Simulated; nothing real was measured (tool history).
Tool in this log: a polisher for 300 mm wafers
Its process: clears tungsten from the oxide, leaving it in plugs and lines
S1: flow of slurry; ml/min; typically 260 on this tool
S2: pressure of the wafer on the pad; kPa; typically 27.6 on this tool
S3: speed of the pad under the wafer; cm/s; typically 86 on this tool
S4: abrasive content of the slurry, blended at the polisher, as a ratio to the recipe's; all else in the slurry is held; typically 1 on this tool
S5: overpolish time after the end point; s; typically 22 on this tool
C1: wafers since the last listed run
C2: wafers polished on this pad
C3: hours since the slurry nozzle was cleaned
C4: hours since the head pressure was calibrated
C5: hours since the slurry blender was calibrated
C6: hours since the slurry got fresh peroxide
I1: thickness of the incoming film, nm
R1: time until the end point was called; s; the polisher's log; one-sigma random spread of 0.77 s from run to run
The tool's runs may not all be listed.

run    hour   S1    S2   S3    S4  S5    C1    C2     C3      C4     C5     C6     I1     R1
  1       0  260  35.2   86     1  22     0  4472  591.8   450.7  217.6  306.3  401.7   63.2
       43.4  -- worn pad replaced by a new one
  2    43.9  200  27.6   86     1  22   477     5  635.7   494.6  261.5  350.2  394.3   78.5
       66.7  -- slurry tank refilled with fresh slurry and peroxide
  3      78  200  27.6   86     1  22   395   401  669.8   528.7  295.6   11.3  393.4   77.5
  4   132.4  260  22.1   86     1  22   650  1051  724.2   583.1    350   65.7  397.1   88.3
  5     200  260  22.1   86     1  22   808  1860  791.8   650.7  417.6  133.3  405.7   89.5
      238.5  -- slurry blender recalibrated
  6   244.8  260  19.3   68     1  22   511  2371  836.6   695.5    6.3  178.1  402.1  117.3
      256.3  -- slurry nozzle cleaned
  7   290.8  260  27.6   86     1  22   538  2910   34.5   741.5   52.3  224.1  399.7   75.9
      423.7  -- worn pad replaced by a new one
  8     468  320  27.6   86     1  22  2071   529  211.7   918.7  229.5  401.3  394.8   72.1
  9   503.9  310    31   86  1.15  32   429   958  247.6   954.6  265.4  437.2  400.1   63.8
      515.8  -- slurry tank refilled with fresh slurry and peroxide
 10     555  260    20   86     1  22   599  1557  298.7  1005.7  316.5   39.2  396.8   93.7
 11   591.1  260  27.6   86     1  22   431  1989  334.8  1041.8  352.6   75.3  395.6   74.2
      614.6  -- slurry blender recalibrated
 12   625.6  260  27.6   86     1  22   388  2377  369.3  1076.3     11  109.8  400.5   75.3
 13   656.5  330  17.9   86     1  22   369  2747  400.2  1107.2   41.9  140.7  398.9  100.7
 14   706.1  295  24.1   86     1  22   593  3340  449.8  1156.8   91.5  190.3  393.3     80
 15   733.9  260  24.8   86  1.15  22   332  3673  477.6  1184.6  119.3  218.1  398.4   77.2
 16   767.3  260  31.7   86  1.25  22   399  4072    511    1218  152.7  251.5  400.1   62.3
 17     800  260  27.6   86     1  22   391  4463  543.7  1250.7  185.4  284.2  401.5   74.4
      819.4  -- worn pad replaced by a new one
 18   837.3  200  27.6   86  1.25  22   398   214    581    1288  222.7  321.5  401.4   72.4
      873.7  -- head pressure recalibrated
 19   874.2  260    20   86     1  22   417   631  617.9     0.5  259.6  358.4  406.6  109.7
 20   931.1  260  27.6   86  0.85  22   680  1312  674.8    57.4  316.5  415.3  398.5   86.2
      947.1  -- slurry nozzle cleaned
      951.9  -- slurry tank refilled with fresh slurry and peroxide
      989.5  -- slurry blender recalibrated
 21   994.1  260  27.6  114     1  22   705  2017     47   120.4    4.6   42.2  395.1   64.3
 22  1144.8  340  27.6   70     1  12  1802  3819  197.7   271.1  155.3  192.9  403.8   92.4
 23  1210.8  260  27.6   86     1  22   789  4609  263.7   337.1  221.3  258.9  394.9   77.7
 24    1248  260  27.6   86     1  22   444  5053  300.9   374.3  258.5  296.1  404.7   79.9
     1281.3  -- worn pad replaced by a new one
 25  1306.9  260  35.2   86     1  22   656   306  359.8   433.2  317.4    355  394.4   63.3
 26  1352.8  260  27.6   86     1  22   548   854  405.7   479.1  363.3  400.9  392.1   76.7

Consider 4 possible next runs. They are alternatives, not a sequence: every one starts from the tool as it was left by run 26. What does each give?
  A  1353.3  260  27.6  100   1  22   5  860  406.2  479.6  363.8  401.4  397.4   ?
  B  1353.3  175  27.6   86   1  22   5  860  406.2  479.6  363.8  401.4  397.4   ?
  C  1353.3  260  27.6   76   1  28   5  860  406.2  479.6  363.8  401.4  397.4   ?
  D  1353.3  305  27.6   70   1  22   5  860  406.2  479.6  363.8  401.4  397.4   ?

run    R1
  A    68
  B  80.8
  C    85
  D  89.4
With the hidden condition removed and each run's random variation left untouched, the same runs would have given:
run    R1
  A  72.3
  B  85.9
  C  90.4
  D    95

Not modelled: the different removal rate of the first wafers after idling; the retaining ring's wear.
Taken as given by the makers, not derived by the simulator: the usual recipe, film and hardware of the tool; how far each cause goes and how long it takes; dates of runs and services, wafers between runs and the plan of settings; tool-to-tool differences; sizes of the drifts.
